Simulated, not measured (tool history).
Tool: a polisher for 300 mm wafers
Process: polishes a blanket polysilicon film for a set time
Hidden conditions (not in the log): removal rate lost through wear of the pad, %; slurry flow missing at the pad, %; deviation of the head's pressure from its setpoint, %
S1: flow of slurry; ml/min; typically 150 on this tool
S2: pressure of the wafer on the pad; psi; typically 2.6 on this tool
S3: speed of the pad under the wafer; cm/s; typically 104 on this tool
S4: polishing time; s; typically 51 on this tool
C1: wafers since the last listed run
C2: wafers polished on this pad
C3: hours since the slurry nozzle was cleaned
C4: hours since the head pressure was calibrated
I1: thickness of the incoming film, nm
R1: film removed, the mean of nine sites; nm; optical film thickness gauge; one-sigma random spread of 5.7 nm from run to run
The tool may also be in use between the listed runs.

| run | hour | S1 | S2 | S3 | S4 | C1 | C2 | C3 | C4 | I1 | R1 |
|---|---|---|---|---|---|---|---|---|---|---|---|
| 1 | 0 | 150 | 2.6 | 104 | 51 | 0 | 2601 | 143.3 | 1150.6 | 1165.4 | 481.7 |
|  | 17.1 | worn pad replaced by a new one |
| 2 | 26.6 | 150 | 2.8 | 104 | 51 | 328 | 137 | 169.9 | 1177.2 | 1174.9 | 508.4 |
| 3 | 42.1 | 150 | 2.8 | 104 | 51 | 225 | 362 | 185.4 | 1192.7 | 1162.1 | 508 |
| 4 | 58 | 150 | 2.8 | 104 | 51 | 231 | 594 | 201.3 | 1208.6 | 1179.7 | 505 |
| 5 | 76.2 | 150 | 2.6 | 104 | 51 | 264 | 858 | 219.5 | 1226.8 | 1158.5 | 489.4 |
| 6 | 89.4 | 150 | 2.6 | 104 | 51 | 191 | 1050 | 232.7 | 1240 | 1164.9 | 476.9 |
| 7 | 107 | 150 | 2.6 | 104 | 51 | 255 | 1306 | 250.3 | 1257.6 | 1160.3 | 499.6 |
| 8 | 138.2 | 150 | 2.6 | 104 | 51 | 453 | 1759 | 281.5 | 1288.8 | 1159.2 | 483.9 |
| 9 | 153.7 | 150 | 2.6 | 104 | 51 | 225 | 1984 | 297 | 1304.3 | 1183.5 | 494.7 |
| 10 | 169.3 | 150 | 2.6 | 104 | 51 | 226 | 2211 | 312.6 | 1319.9 | 1155 | 493.2 |
|  | 187.6 | worn pad replaced by a new one |
| 11 | 188.1 | 150 | 2.6 | 104 | 43 | 215 | 7 | 331.4 | 1338.7 | 1188 | 419 |
| 12 | 199.2 | 150 | 2.6 | 104 | 43 | 161 | 168 | 342.5 | 1349.8 | 1166.2 | 412.3 |
| 13 | 212.1 | 150 | 2.6 | 104 | 43 | 187 | 356 | 355.4 | 1362.7 | 1158.9 | 420.2 |
| 14 | 239.9 | 150 | 2.6 | 104 | 63 | 403 | 760 | 383.2 | 1390.5 | 1183.4 | 604.8 |
| 15 | 255 | 150 | 2.6 | 104 | 63 | 219 | 979 | 398.3 | 1405.6 | 1178 | 605.4 |
| 16 | 286.6 | 150 | 2.6 | 104 | 51 | 459 | 1438 | 429.9 | 1437.2 | 1188.1 | 500.7 |
|  | 298.3 | head pressure recalibrated |
| 17 | 313 | 150 | 2.6 | 138 | 43 | 354 | 1793 | 456.3 | 14.7 | 1174.4 | 501.8 |
| 18 | 346 | 195 | 2.6 | 104 | 40 | 479 | 2272 | 489.3 | 47.7 | 1165.5 | 370.6 |
| 19 | 378.8 | 105 | 2.6 | 104 | 36 | 476 | 2749 | 522.1 | 80.5 | 1192.3 | 297.3 |
|  | 401.2 | worn pad replaced by a new one |
| 20 | 401.7 | 150 | 1.8 | 92 | 65 | 274 | 7 | 545 | 103.4 | 1187 | 391.4 |
| 21 | 411.3 | 150 | 2.6 | 82 | 51 | 139 | 147 | 554.6 | 113 | 1173.1 | 346.5 |
| 22 | 428.5 | 150 | 2.6 | 104 | 62 | 249 | 396 | 571.8 | 130.2 | 1163.5 | 546.4 |
| 23 | 452.5 | 135 | 2.6 | 78 | 63 | 348 | 745 | 595.8 | 154.2 | 1169.9 | 413.9 |
|  | 457.3 | slurry nozzle cleaned |
| 24 | 472 | 150 | 2.6 | 104 | 51 | 268 | 1014 | 14.7 | 173.7 | 1147.6 | 453.3 |
| 25 | 489.7 | 115 | 2.6 | 104 | 51 | 257 | 1271 | 32.4 | 191.4 | 1156.1 | 428.2 |
| 26 | 506.4 | 150 | 2.6 | 104 | 63 | 242 | 1514 | 49.1 | 208.1 | 1191.5 | 571.2 |
| 27 | 524.4 | 150 | 2.6 | 104 | 51 | 261 | 1775 | 67.1 | 226.1 | 1179.4 | 450.2 |
| 28 | 545.6 | 150 | 2.6 | 104 | 36 | 308 | 2083 | 88.3 | 247.3 | 1175.5 | 321.9 |
| 29 | 569.8 | 190 | 1.9 | 130 | 63 | 351 | 2435 | 112.5 | 271.5 | 1159.6 | 586 |
| 30 | 582.2 | 150 | 2.6 | 104 | 51 | 180 | 2615 | 124.9 | 283.9 | 1159.4 | 462.5 |
| 31 | 600.7 | 115 | 1.8 | 104 | 59 | 268 | 2884 | 143.4 | 302.4 | 1159.6 | 378 |
|  | 605 | worn pad replaced by a new one |
| 32 | 624 | 150 | 2.6 | 104 | 51 | 280 | 275 | 166.7 | 325.7 | 1153.8 | 456.1 |
| 33 | 654.6 | 170 | 2.6 | 118 | 51 | 444 | 720 | 197.3 | 356.3 | 1165.9 | 520.7 |
| 34 | 673.1 | 185 | 3.5 | 104 | 51 | 268 | 989 | 215.8 | 374.8 | 1178 | 579.6 |
| 35 | 697.9 | 100 | 2.6 | 78 | 51 | 360 | 1349 | 240.6 | 399.6 | 1163 | 314.9 |
| 36 | 726.6 | 150 | 2.6 | 104 | 51 | 417 | 1766 | 269.3 | 428.3 | 1184.3 | 457.8 |
| 37 | 752.8 | 195 | 1.8 | 104 | 51 | 380 | 2147 | 295.5 | 454.5 | 1165.5 | 358.8 |

How would selected steps in R1 from run to run divide? Give the signed amount a tool lacking its hidden state would still show from settings, what came in and random variation, and the signed amount left for the hidden state, including any gauge scatter that is not in both of the compared results.
Run 13 -> 14: S4 43 -> 63. R1 +184.6 nm: hidden state +16.9, all else +167.7.
Run 15 -> 16: S4 63 -> 51. R1 -104.7 nm: hidden state -7, all else -97.7.
Run 16 -> 17: S3 104 -> 138, S4 51 -> 43, head pressure recalibrated. R1 +1.1 nm: hidden state -45.5, all else +46.6.
Run 21 -> 22: S3 82 -> 104, S4 51 -> 62. R1 +199.9 nm: hidden state -0.1, all else +200.
Run 28 -> 29: S1 150 -> 190, S2 2.6 -> 1.9, S3 104 -> 130, S4 36 -> 63. R1 +264.1 nm: hidden state +0.7, all else +263.4.
Run 34 -> 35: S1 185 -> 100, S2 3.5 -> 2.6, S3 104 -> 78. R1 -264.7 nm: hidden state -1.1, all else -263.6.
